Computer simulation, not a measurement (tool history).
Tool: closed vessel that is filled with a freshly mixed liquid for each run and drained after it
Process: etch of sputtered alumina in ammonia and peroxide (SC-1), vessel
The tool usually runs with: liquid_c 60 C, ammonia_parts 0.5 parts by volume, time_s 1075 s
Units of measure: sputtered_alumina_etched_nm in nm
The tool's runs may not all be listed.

run   hour  liquid_c  ammonia_parts  time_s  read-back film thickness of the sputtered alumina reference wafer, read on the same gauge (nm)  sputtered_alumina_etched_nm
  1      0        60            0.5    1075                                                                                          109.99                        65.81
  2   64.6      66.5            0.5    1075                                                                                             110                        90.85
  3  115.7      66.5            0.5    1075                                                                                             110                         90.4
  4  156.2      66.5            0.5    1075                                                                                             110                        90.87
     207.2  -- new drum of ammonia solution connected
  5  221.5      57.5            0.5    1075                                                                                             110                        57.61
  6  256.5        60            0.5    1075                                                                                          110.02                        65.61
  7  282.9        60            0.5    1075                                                                                          110.01                        66.21
  8  323.4        60            0.5    1075                                                                                             110                        66.04
     374.2  -- thermometer replaced
  9  386.3        60            0.5    1075                                                                                          110.01                        65.54
 10  453.1      67.5            0.5    1075                                                                                          109.99                        95.78
     484.2  -- gauge calibrated
 11  491.5        67            0.6    1075                                                                                          109.99                        96.19
 12  543.2        67            0.6    1075                                                                                          110.01                        94.72
 13  581.8        60            0.5    1075                                                                                          109.99                        65.73
 14  626.4        51            0.5     775                                                                                             110                        29.45
     669.1  -- new drum of ammonia solution connected
 15  690.1      63.5            0.6    1440                                                                                          110.01                       107.09

What will run 16 give?
 16  725.6        60            0.5    1075                                                                                               ?                            ?

read-back film thickness of the sputtered alumina reference wafer, read on the same gauge (nm): 110
sputtered_alumina_etched_nm: 65.88 nm
Take away the tool's hidden state, keep the run-to-run variation as it was, and the same run would have given sputtered_alumina_etched_nm 65.88 nm.
